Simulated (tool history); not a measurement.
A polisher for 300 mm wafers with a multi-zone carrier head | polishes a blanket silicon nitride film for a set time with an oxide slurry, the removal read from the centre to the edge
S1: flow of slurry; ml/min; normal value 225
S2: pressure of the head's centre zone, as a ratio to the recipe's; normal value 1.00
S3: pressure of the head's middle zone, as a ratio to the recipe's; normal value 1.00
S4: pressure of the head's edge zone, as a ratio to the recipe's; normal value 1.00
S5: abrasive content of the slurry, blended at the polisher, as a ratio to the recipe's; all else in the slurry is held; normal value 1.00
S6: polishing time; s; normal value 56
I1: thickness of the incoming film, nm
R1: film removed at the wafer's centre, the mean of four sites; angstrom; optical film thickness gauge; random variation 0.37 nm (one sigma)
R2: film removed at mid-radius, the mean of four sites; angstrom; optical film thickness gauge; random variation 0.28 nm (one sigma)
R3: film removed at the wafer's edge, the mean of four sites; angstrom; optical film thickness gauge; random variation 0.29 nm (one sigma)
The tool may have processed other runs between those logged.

run	day	S1	S2	S3	S4	S5	S6	I1	R1	R2	R3
1	0.000	225	1.08	1.00	1.00	1.00	45	578.6	244	229	231
2	0.596	225	1.00	1.00	1.00	1.00	56	562.7	277	284	286
3	1.338	225	1.00	1.00	1.00	1.00	64	558.7	327	319	326
4	2.075	200	0.92	1.00	1.00	1.15	56	575.9	272	297	291
5	2.571	225	0.94	1.04	1.00	1.00	56	560.6	271	293	283
6	4.279	225	1.00	1.00	1.00	1.00	56	564.9	285	284	287
7	4.846	225	1.00	1.00	1.00	0.90	56	570.3	270	270	265
8	5.462	225	1.00	1.00	1.00	1.00	56	572.2	286	288	283
9	5.862	225	1.00	0.96	1.00	1.00	70	560.9	348	343	349
10	6.117	225	1.00	1.00	1.00	1.00	56	565.6	283	284	286
11	6.558	225	1.00	1.00	1.00	1.00	56	570.9	291	286	284
12	6.925	225	1.00	1.00	1.00	0.80	43	571.5	200	200	199
13	7.433	225	1.00	1.00	0.91	1.00	56	567.2	280	288	274
14	8.083	275	0.96	1.00	1.00	0.70	56	570.2	244	249	240
15	8.346	225	1.00	1.00	1.00	1.00	56	574.0	281	285	281
16	8.708	250	1.08	1.00	0.92	1.25	56	564.8	341	319	296
17	9.300	225	1.10	1.06	1.00	1.15	56	567.4	328	320	300
18	9.658	225	0.96	1.00	1.00	0.75	56	572.6	236	249	246
19	10.046	225	1.00	1.00	1.00	1.00	40	560.5	206	203	201
20	10.338	225	1.00	1.00	1.00	1.00	56	570.1	285	284	280
21	11.046	225	1.00	1.00	1.00	1.00	56	559.6	291	288	288
22	11.358	165	1.00	1.00	1.00	1.00	56	583.4	269	269	268
23	11.688	225	1.00	1.00	0.96	1.00	56	580.8	284	288	277

Put back what was entered between runs (4 entries, withheld): which listed runs does each sit between, and how does the hidden state differ from the listed run before to the listed run after?
In the gap between runs 1 and 2: worn pad replaced by a new one (day 0.425)
  the hidden state is the same at both runs
In the gap between runs 5 and 6: edge zone pressure recalibrated (day 3.850)
  the hidden state is the same at both runs
In the gap between runs 6 and 7: slurry nozzle cleaned (day 4.667)
  the hidden state is the same at both runs
In the gap between runs 10 and 11: worn pad replaced by a new one (day 6.538)
  the hidden state is the same at both runs

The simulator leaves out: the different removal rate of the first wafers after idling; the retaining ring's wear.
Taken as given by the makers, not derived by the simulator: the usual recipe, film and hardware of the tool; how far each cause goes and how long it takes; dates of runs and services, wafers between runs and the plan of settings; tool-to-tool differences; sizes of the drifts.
